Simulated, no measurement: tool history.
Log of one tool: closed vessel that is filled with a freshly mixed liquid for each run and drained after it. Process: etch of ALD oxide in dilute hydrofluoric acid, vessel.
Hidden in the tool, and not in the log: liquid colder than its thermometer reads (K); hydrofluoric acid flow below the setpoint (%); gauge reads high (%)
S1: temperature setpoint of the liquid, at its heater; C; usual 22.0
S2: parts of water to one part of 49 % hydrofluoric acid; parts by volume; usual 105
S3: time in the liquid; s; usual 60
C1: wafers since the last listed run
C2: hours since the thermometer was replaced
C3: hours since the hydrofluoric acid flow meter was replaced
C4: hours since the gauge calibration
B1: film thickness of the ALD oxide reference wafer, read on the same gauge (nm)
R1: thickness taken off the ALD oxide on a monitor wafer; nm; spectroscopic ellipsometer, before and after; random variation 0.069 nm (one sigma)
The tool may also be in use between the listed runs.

run	day	S1	S2	S3	C1	C2	C3	C4	B1	R1
1	0.000	22.0	135	60	0	1142.9	2107.7	117.5	119.99	6.15
2	1.362	22.0	70	60	4669	1175.6	2140.4	150.2	120.01	12.72
3	2.042	22.0	105	60	2327	1191.9	2156.7	166.5	120.00	8.27
4	2.929	22.0	105	60	3041	1213.2	2178.0	187.8	120.00	8.32
5	4.125	22.0	105	60	4098	1241.9	2206.7	216.5	120.00	8.23
6	5.046	22.0	105	60	3156	1264.0	2228.8	238.6	120.01	8.25
7	5.604	22.0	105	60	1913	1277.4	2242.2	252.0	120.01	8.10
8	6.883	22.0	105	60	4384	1308.1	2272.9	282.7	120.00	8.10
9	8.521	22.0	105	85	5612	1347.4	2312.2	322.0	120.00	11.52
10	10.625	22.0	105	85	7211	1397.9	2362.7	372.5	119.99	11.43
11	11.367	22.0	105	60	2542	1415.7	2380.5	390.3	120.00	8.08
# day 12.396: thermometer replaced
12	12.562	22.0	105	60	3955	4.0	2409.2	419.0	120.00	8.16
13	13.988	18.5	105	60	4884	38.2	2443.4	453.2	119.99	7.12
# day 14.096: hydrofluoric acid flow meter replaced
14	15.246	27.0	105	60	4170	68.4	27.6	483.4	120.01	8.91
15	16.550	22.0	105	60	4469	99.7	58.9	514.7	120.00	7.42
# day 17.812: gauge calibrated
# day 19.288: hydrofluoric acid flow meter replaced, repeated, since the last time left the tool worse
16	20.633	25.5	105	90	13852	197.7	32.3	67.7	120.00	15.28
17	21.808	18.5	125	35	4027	225.9	60.5	95.9	119.99	3.65
18	22.333	24.0	105	95	1799	238.5	73.1	108.5	119.99	15.35
19	22.900	18.5	125	35	1942	252.1	86.7	122.1	119.98	3.70
20	23.604	22.0	105	60	2413	269.0	103.6	139.0	120.00	8.88
21	24.117	22.0	105	80	1756	281.3	115.9	151.3	119.99	11.87
22	25.304	17.5	60	75	4070	309.8	144.4	179.8	120.00	16.94
23	26.571	22.0	120	95	4341	340.2	174.8	210.2	120.00	12.13
24	27.971	22.0	105	30	4798	373.8	208.4	243.8	119.98	4.41
25	28.838	23.5	75	30	2970	394.6	229.2	264.6	120.00	6.86
26	29.817	22.0	120	95	3356	418.1	252.7	288.1	120.00	11.99
27	30.379	22.0	155	60	1927	431.6	266.2	301.6	119.98	5.68

Forecast each of these 5 alternatives for the next run:
A	30.408	22.0	105	35	99	432.3	266.9	302.3	?	?
B	30.408	24.5	105	60	99	432.3	266.9	302.3	?	?
C	30.408	25.0	80	60	99	432.3	266.9	302.3	?	?
D	30.408	18.0	105	60	99	432.3	266.9	302.3	?	?
E	30.408	23.5	60	75	99	432.3	266.9	302.3	?	?

run	B1	R1
A	120.00	5.15
B	120.00	9.76
C	120.00	13.49
D	120.00	7.50
E	120.00	21.72
Without the tool's hidden state the same runs would have given:
run	R1
A	5.25
B	9.94
C	13.73
D	7.64
E	22.10

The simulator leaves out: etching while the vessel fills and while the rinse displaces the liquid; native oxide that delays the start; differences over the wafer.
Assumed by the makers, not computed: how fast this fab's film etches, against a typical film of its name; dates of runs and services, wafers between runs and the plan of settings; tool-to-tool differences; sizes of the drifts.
